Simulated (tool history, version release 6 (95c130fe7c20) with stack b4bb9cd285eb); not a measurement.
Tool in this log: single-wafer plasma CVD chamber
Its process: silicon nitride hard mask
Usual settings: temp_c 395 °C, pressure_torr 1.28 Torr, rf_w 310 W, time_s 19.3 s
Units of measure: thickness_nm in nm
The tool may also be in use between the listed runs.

| run | hour | temp_c | pressure_torr | rf_w | time_s | read-back reference wafer on the same gauge, thickness_nm | thickness_nm |
|---|---|---|---|---|---|---|---|
| 1 | 0 | 395 | 1.28 | 310 | 19.3 | 23.092 | 21.537 |
| 2 | 53.1 | 395 | 1.28 | 310 | 19.3 | 23.078 | 21.53 |
| 3 | 83.9 | 395 | 1.28 | 310 | 19.3 | 23.126 | 21.482 |
| 4 | 120 | 395 | 1.28 | 310 | 19.3 | 23.099 | 21.507 |
| 5 | 163 | 395 | 1.28 | 310 | 19.3 | 23.095 | 21.397 |
| 6 | 226.4 | 395 | 1.28 | 310 | 19.3 | 23.123 | 21.261 |
|  | 265.4 | gauge calibrated |
|  | 289.3 | capacitance manometer re-zeroed and calibrated |
| 7 | 292.5 | 408 | 1.4 | 285 | 17.3 | 23.117 | 18.809 |
| 8 | 350.1 | 395 | 1.28 | 260 | 21.1 | 23.087 | 20.237 |
| 9 | 376.8 | 401 | 1.28 | 310 | 19.3 | 23.117 | 21.813 |
| 10 | 413.3 | 389 | 1.41 | 280 | 19.3 | 23.087 | 20.825 |
| 11 | 482.7 | 400 | 1.19 | 310 | 23 | 23.094 | 25.147 |
| 12 | 524.5 | 390 | 1.28 | 350 | 18.3 | 23.106 | 23.002 |
| 13 | 590 | 395 | 1.28 | 310 | 19.3 | 23.114 | 21.848 |
| 14 | 616.7 | 406 | 1.04 | 310 | 19.3 | 23.119 | 19.703 |
| 15 | 731.5 | 381 | 1.28 | 260 | 18.3 | 23.113 | 17.661 |
|  | 803.3 | thermocouple changed; heater temperature recalibrated |
| 16 | 803.8 | 402 | 1.03 | 310 | 21.1 | 23.099 | 21.39 |
| 17 | 823.8 | 395 | 1.28 | 310 | 19.3 | 23.127 | 21.864 |
| 18 | 874.4 | 399 | 1.59 | 330 | 21.9 | 23.103 | 28.204 |
| 19 | 908.8 | 387 | 1.28 | 290 | 16.1 | 23.125 | 17.126 |
| 20 | 964 | 391 | 1.28 | 260 | 22.3 | 23.101 | 21.586 |
|  | 972.9 | RF generator calibrated |
| 21 | 1035.4 | 407 | 1.28 | 340 | 16.4 | 23.078 | 20.212 |
| 22 | 1102.3 | 395 | 1.28 | 335 | 19.3 | 23.101 | 23.461 |
| 23 | 1243.5 | 402 | 1.28 | 360 | 19.3 | 23.115 | 24.884 |
| 24 | 1268.1 | 386 | 1 | 350 | 17.1 | 23.124 | 19.265 |
| 25 | 1303.5 | 409 | 1.11 | 330 | 20.9 | 23.104 | 23.454 |
| 26 | 1370 | 395 | 1.28 | 310 | 19.3 | 23.112 | 21.951 |
| 27 | 1402 | 386 | 1.18 | 350 | 19.3 | 23.086 | 23.587 |
| 28 | 1462.4 | 395 | 1.28 | 310 | 19.3 | 23.103 | 21.893 |
| 29 | 1517.5 | 409 | 1.28 | 310 | 19.3 | 23.108 | 21.788 |

3 ways to go on from here, each from the tool as it stands after run 29. What would each give?
| A | 1517.9 | 395 | 1.28 | 310 | 19.3 | ? | ? |
| B | 1517.9 | 407 | 1.28 | 310 | 19.3 | ? | ? |
| C | 1517.9 | 401 | 1.28 | 310 | 21.1 | ? | ? |

| run | read-back reference wafer on the same gauge, thickness_nm | thickness_nm |
|---|---|---|
| A | 23.063 | 21.683 |
| B | 23.063 | 21.585 |
| C | 23.063 | 23.648 |
The same runs, with their run-to-run variation unchanged, on a tool lacking any hidden condition would have given:
| run | thickness_nm |
|---|---|
| A | 21.899 |
| B | 21.8 |
| C | 23.883 |
